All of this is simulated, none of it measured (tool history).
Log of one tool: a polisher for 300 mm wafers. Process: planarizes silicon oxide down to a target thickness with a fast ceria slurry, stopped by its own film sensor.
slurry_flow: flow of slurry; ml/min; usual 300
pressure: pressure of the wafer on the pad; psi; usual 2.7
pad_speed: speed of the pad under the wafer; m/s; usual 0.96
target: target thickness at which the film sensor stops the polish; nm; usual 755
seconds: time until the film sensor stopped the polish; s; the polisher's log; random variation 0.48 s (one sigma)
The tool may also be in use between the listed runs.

run   hour  slurry_flow  pressure  pad_speed  target  incoming thickness of the incoming film, nm  seconds
  1      0          300       2.7       0.96     755                                       1324.1     29.7
  2   61.7          300       2.7       0.96     755                                       1318.9     29.8
     103.2  -- head pressure recalibrated
  3  128.4          300       2.7       0.96     755                                         1312     28.2
  4  169.5          300       3.3       0.96     685                                       1318.3     27.1
     213.6  -- worn pad replaced by a new one
  5  225.5          300       3.3       0.96     685                                         1300     26.6
  6  252.6          300       3.3       0.96     685                                       1318.9     26.9
  7  322.4          300       2.7       0.96     755                                       1309.6     28.6
  8  351.6          300       2.7       0.96     755                                       1312.9     29.8
  9  415.8          300       2.7       0.96     755                                       1317.1       30
 10  485.4          245       2.7       0.84     755                                       1318.5     34.6
     503.2  -- worn pad replaced by a new one
     528.8  -- head pressure recalibrated
 11  554.6          245       2.7       0.84     755                                       1329.1       36
     602.9  -- slurry nozzle cleaned
 12  617.2          245       2.7       0.84     755                                       1336.7       35
 13  732.9          300       2.7       0.96     755                                       1323.6     29.4
 14  773.4          300       3.1       0.96     755                                       1314.3     25.4
     805.1  -- worn pad replaced by a new one
 15  836.2          230         2       0.96     946                                       1336.3       29
 16  897.1          300       2.7       0.96     755                                       1313.2       29
 17  932.8          300       1.9       1.22     755                                       1311.6     31.2
 18  964.2          300       2.7       0.96     755                                         1339     30.4

The next listed run, before its measurement:
     977.8  -- head pressure recalibrated
 19  997.8          300       3.1       0.96     689                                       1308.6        ?

Run 19 gave seconds 28.1 s.
Without the tool's hidden state the same run would have given seconds 28.1 s.
